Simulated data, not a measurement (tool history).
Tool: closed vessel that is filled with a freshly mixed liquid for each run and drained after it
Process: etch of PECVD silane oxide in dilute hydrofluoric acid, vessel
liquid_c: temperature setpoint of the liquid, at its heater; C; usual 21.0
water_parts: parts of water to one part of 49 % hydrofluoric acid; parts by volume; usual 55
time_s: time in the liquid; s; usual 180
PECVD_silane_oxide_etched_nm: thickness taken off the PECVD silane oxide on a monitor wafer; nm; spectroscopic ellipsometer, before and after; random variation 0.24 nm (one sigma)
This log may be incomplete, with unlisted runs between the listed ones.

run    hour  liquid_c  water_parts  time_s  read-back film thickness of the PECVD silane oxide reference wafer, read on the same gauge (nm)  PECVD_silane_oxide_etched_nm
  1     0.0      21.0           55     180                                                                                            70.01                         54.05
  2    30.0      21.0           55     180                                                                                            70.00                         53.65
  3    81.9      21.0           55     180                                                                                            69.99                         54.39
      278.4  -- gauge calibrated
  4   297.0      21.0           55     180                                                                                            70.04                         53.70
  5   389.6      21.0           55     180                                                                                            70.02                         53.55
  6   428.2      21.0           55     180                                                                                            69.99                         53.50
  7   635.0      21.0           55     180                                                                                            70.05                         53.44
  8   682.5      21.0           55     205                                                                                            69.99                         61.13
      690.7  -- thermometer replaced
  9   733.8      21.0           55     205                                                                                            70.01                         60.59
      922.3  -- hydrofluoric acid flow meter replaced
 10   922.8      21.0           55     205                                                                                            70.07                         61.25
 11  1100.4      21.0           55     180                                                                                            69.98                         53.83
 12  1170.7      21.0           55     180                                                                                            70.02                         54.20
 13  1225.6      21.0           55     105                                                                                            70.05                         31.25
 14  1261.1      21.0           55     105                                                                                            70.05                         31.54
 15  1332.8      21.0           55     105                                                                                            69.98                         31.28
 16  1370.7      17.0           55     250                                                                                            69.98                         63.44
 17  1423.0      21.0           55     180                                                                                            70.00                         53.32
     1442.1  -- gauge calibrated
 18  1456.8      21.0           55     180                                                                                            69.97                         53.56
 19  1510.1      24.0           70     180                                                                                            69.99                         46.91
 20  1554.9      19.5           45     265                                                                                            70.02                         91.65
 21  1603.6      21.0           35     180                                                                                            69.95                         86.32
 22  1635.8      17.0           55     140                                                                                            70.04                         35.18
 23  1673.4      21.0           55     180                                                                                            70.05                         53.48
 24  1730.8      17.5           40     180                                                                                            69.93                         63.87
     1755.1  -- thermometer replaced
 25  1787.2      21.0           30     125                                                                                            70.00                         70.04
 26  1837.7      21.0           55     180                                                                                            69.99                         53.18
     1889.0  -- hydrofluoric acid flow meter replaced
 27  1907.6      25.5           65     180                                                                                            70.03                         54.39
 28  1973.6      18.0           70     180                                                                                            70.00                         37.09
 29  2030.1      21.0           55     180                                                                                            69.93                         54.07
 30  2169.3      21.0           45     180                                                                                            69.98                         66.93
 31  2206.7      21.0           55     180                                                                                            70.04                         54.09

The tool's hidden state at each run:
liquid hotter than its thermometer reads (K): 0 on each run
gauge reads high (%): 0 on each run
H1: hydrofluoric acid flow below the setpoint (%)
run      H1
  1   0.291
  2   0.356
  3   0.469
  4   0.937
  5    1.14
  6    1.22
  7    1.67
  8    1.78
  9    1.89
 10  0.0654
 11   0.452
 12   0.604
 13   0.724
 14   0.801
 15   0.957
 16    1.04
 17    1.15
 18    1.23
 19    1.34
 20    1.44
 21    1.55
 22    1.62
 23     1.7
 24    1.82
 25    1.95
 26    2.05
 27   0.151
 28   0.294
 29   0.417
 30    0.72
 31   0.801
